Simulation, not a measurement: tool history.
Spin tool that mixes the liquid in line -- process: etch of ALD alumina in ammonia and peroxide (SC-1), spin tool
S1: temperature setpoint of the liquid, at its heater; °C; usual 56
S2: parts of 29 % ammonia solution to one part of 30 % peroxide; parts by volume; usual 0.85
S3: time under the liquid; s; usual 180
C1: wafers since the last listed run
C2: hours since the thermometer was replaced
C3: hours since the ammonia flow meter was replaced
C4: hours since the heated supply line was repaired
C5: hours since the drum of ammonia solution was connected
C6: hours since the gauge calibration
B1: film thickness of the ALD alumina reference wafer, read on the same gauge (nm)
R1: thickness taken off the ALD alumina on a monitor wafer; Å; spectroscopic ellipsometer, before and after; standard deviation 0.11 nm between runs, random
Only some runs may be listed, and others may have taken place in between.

run,hour,S1,S2,S3,C1,C2,C3,C4,C5,C6,B1,R1
1,0,56,0.85,130,0,2387.5,970.5,3184.9,151.1,354.2,79.99,103.2
2,13.9,56,0.85,130,89,2401.4,984.4,3198.8,165,368.1,80,104.8
# hour 22.5: ammonia flow meter replaced
3,23.2,56,0.85,130,53,2410.7,0.7,3208.1,174.3,377.4,79.99,104.3
4,36.7,56,0.65,120,87,2424.2,14.2,3221.6,187.8,390.9,79.99,94.6
# hour 41.2: gauge calibrated
5,52.5,56,0.55,180,101,2440,30,3237.4,203.6,11.3,79.99,139.7
6,68.4,56,0.55,180,102,2455.9,45.9,3253.3,219.5,27.2,80.01,136.9
7,82.8,50,0.85,180,92,2470.3,60.3,3267.7,233.9,41.6,80.01,104.7
8,97,56,0.85,245,91,2484.5,74.5,3281.9,248.1,55.8,79.99,197
9,105.9,52.5,0.65,140,57,2493.4,83.4,3290.8,257,64.7,79.99,90.9
10,112.9,63,0.5,85,45,2500.4,90.4,3297.8,264,71.7,79.99,91.5
# hour 122.9: new drum of ammonia solution connected
11,125,52,0.85,95,71,2512.5,102.5,3309.9,2.1,83.8,79.98,61.6
12,135,56,0.85,215,64,2522.5,112.5,3319.9,12.1,93.8,79.99,172.6
# hour 143.7: thermometer replaced
13,151.2,56,0.85,180,98,7.5,128.7,3336.1,28.3,110,80.01,144.3
14,160,47.5,1.1,250,56,16.3,137.5,3344.9,37.1,118.8,80.01,127.7
15,167.1,56,0.85,135,45,23.4,144.6,3352,44.2,125.9,80,108.3
16,175.4,56,0.85,180,53,31.7,152.9,3360.3,52.5,134.2,80.02,144.5
# hour 188.4: heated supply line repaired
17,188.9,56,0.85,180,80,45.2,166.4,0.5,66,147.7,79.99,143.9
18,201.9,56,0.85,180,83,58.2,179.4,13.5,79,160.7,79.99,145.8
19,212.9,62.5,0.85,215,70,69.2,190.4,24.5,90,171.7,79.99,240.6
20,245.3,56,0.45,290,209,101.6,222.8,56.9,122.4,204.1,80.02,217.9
21,256.1,56,0.85,120,69,112.4,233.6,67.7,133.2,214.9,80,96.2
22,272,56,0.95,125,102,128.3,249.5,83.6,149.1,230.8,79.98,101.2
23,278.6,59.5,0.75,265,42,134.9,256.1,90.2,155.7,237.4,80,251.7

Expected results for the next run?
24,295.5,65.5,0.85,105,109,151.8,273,107.1,172.6,254.3,?,?

B1: 80.01
R1: 137.6 Å
The same run, on a tool lacking any hidden state, would have yielded R1 137.6 Å.
